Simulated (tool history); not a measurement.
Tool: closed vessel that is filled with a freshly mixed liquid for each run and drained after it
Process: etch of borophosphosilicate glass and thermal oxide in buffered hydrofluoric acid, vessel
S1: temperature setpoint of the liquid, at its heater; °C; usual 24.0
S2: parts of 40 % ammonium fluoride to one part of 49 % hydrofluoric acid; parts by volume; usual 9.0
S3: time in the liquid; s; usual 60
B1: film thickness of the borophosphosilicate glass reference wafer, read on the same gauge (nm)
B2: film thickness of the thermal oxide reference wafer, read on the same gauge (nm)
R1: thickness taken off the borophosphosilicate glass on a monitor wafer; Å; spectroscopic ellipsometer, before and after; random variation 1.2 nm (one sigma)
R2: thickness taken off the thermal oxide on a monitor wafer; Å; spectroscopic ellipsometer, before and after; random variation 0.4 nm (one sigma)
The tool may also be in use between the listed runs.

run	hour	S1	S2	S3	B1	B2	R1	R2
1	0.0	21.0	9.0	60	89.95	89.99	1669.6	664.0
2	79.4	21.0	9.0	60	89.99	90.03	1685.5	662.7
3	145.7	21.0	9.0	60	90.00	90.01	1741.8	674.3
4	211.1	24.0	9.0	60	90.03	90.00	2041.1	802.1
5	262.2	24.0	6.0	60	89.99	90.02	3066.6	1216.0
# hour 337.0: thermometer replaced
6	347.2	24.0	9.0	60	90.03	89.99	1989.5	782.9
# hour 359.1: hydrofluoric acid flow meter replaced
7	395.1	24.0	9.0	60	90.01	90.02	1891.3	752.7
8	493.2	24.0	6.5	60	90.04	90.01	2685.5	1067.3
9	579.0	20.5	6.0	40	90.00	90.00	1606.3	629.5
# hour 632.7: gauge calibrated
10	671.0	27.0	9.0	90	90.00	90.00	3492.1	1398.4
11	761.5	26.5	9.0	35	90.01	90.00	1345.1	527.0
12	845.7	24.0	11.0	40	90.02	90.00	1148.9	453.6

Run 13 comes next. What will it give?
13	891.1	24.0	9.0	60	?	?	?	?

B1: 89.98
B2: 90.00
R1: 2065.4 Å
R2: 814.2 Å
Without the tool's hidden state the same run would have given R1 1885.1 Å, R2 743.1 Å.
